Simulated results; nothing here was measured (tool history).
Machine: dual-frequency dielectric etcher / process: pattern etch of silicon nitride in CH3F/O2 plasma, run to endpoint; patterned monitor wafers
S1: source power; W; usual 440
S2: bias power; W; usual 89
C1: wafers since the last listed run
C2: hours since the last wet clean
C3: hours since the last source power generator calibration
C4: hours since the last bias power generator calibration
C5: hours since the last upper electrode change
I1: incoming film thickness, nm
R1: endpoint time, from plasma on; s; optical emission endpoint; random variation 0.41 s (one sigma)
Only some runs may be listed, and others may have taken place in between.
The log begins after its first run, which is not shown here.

run    hour   S1   S2    C1     C2      C3      C4      C5    I1    R1
  2    89.1  440  105   640  235.1  3820.8  2327.9  1411.2  68.9  65.0
  3   279.8  440  105  1370  425.8  4011.5  2518.6  1601.9  68.1  64.5
      352.7  -- wet clean of the chamber
  4   378.4  440   89   536   25.7  4110.1  2617.2  1700.5  68.0  68.6
  5   433.0  460   89   392   80.3  4164.7  2671.8  1755.1  68.4  67.5
  6   528.2  460   89   684  175.5  4259.9  2767.0  1850.3  68.5  68.3
  7   566.8  460   89   277  214.1  4298.5  2805.6  1888.9  68.2  68.0
  8   663.4  360   89   694  310.7  4395.1  2902.2  1985.5  68.2  72.3
  9   710.8  380   89   340  358.1  4442.5  2949.6  2032.9  68.6  72.1
 10   756.9  440  103   331  404.2  4488.6  2995.7  2079.0  67.9  65.3
 11   834.0  440  103   554  481.3  4565.7  3072.8  2156.1  67.9  65.6
 12   875.5  470   89   298  522.8  4607.2  3114.3  2197.6  68.2  68.8
      911.5  -- source power generator calibrated
      917.3  -- wet clean of the chamber
 13   942.7  470   89   412   25.4    31.2  3181.5  2264.8  68.1  66.7
 14   993.9  470   89   368   76.6    82.4  3232.7  2316.0  68.5  67.8
 15  1085.9  440   89   661  168.6   174.4  3324.7  2408.0  68.6  68.5
 16  1136.0  440   89   360  218.7   224.5  3374.8  2458.1  68.1  68.2
 17  1208.6  520   74   521  291.3   297.1  3447.4  2530.7  68.7  71.0
 18  1284.5  370   89   545  367.2   373.0  3523.3  2606.6  68.4  73.1
 19  1333.6  400  111   352  416.3   422.1  3572.4  2655.7  68.7  65.6
     1395.0  -- bias power generator calibrated
 20  1399.6  440  109   445  482.3   488.1     4.6  2721.7  68.1  63.3
     1434.4  -- wet clean of the chamber
 21  1468.1  440   89   319   33.7   556.6    73.1  2790.2  67.9  67.8
 22  1558.8  440   89   651  124.4   647.3   163.8  2880.9  68.5  68.1
 23  1603.7  440   89   322  169.3   692.2   208.7  2925.8  68.6  68.5
 24  1690.8  520  107   626  256.4   779.3   295.8  3012.9  67.7  62.1
 25  1740.0  440   82   353  305.6   828.5   345.0  3062.1  68.0  71.5

For run 26, what comes out?
 26  1793.3  440  89  383  358.9  881.8  398.3  3115.4  68.3   ?

Run 26 yielded R1 68.7 s.
With the hidden condition absent and the run-to-run variation left alone, this run would have shown R1 67.4 s.
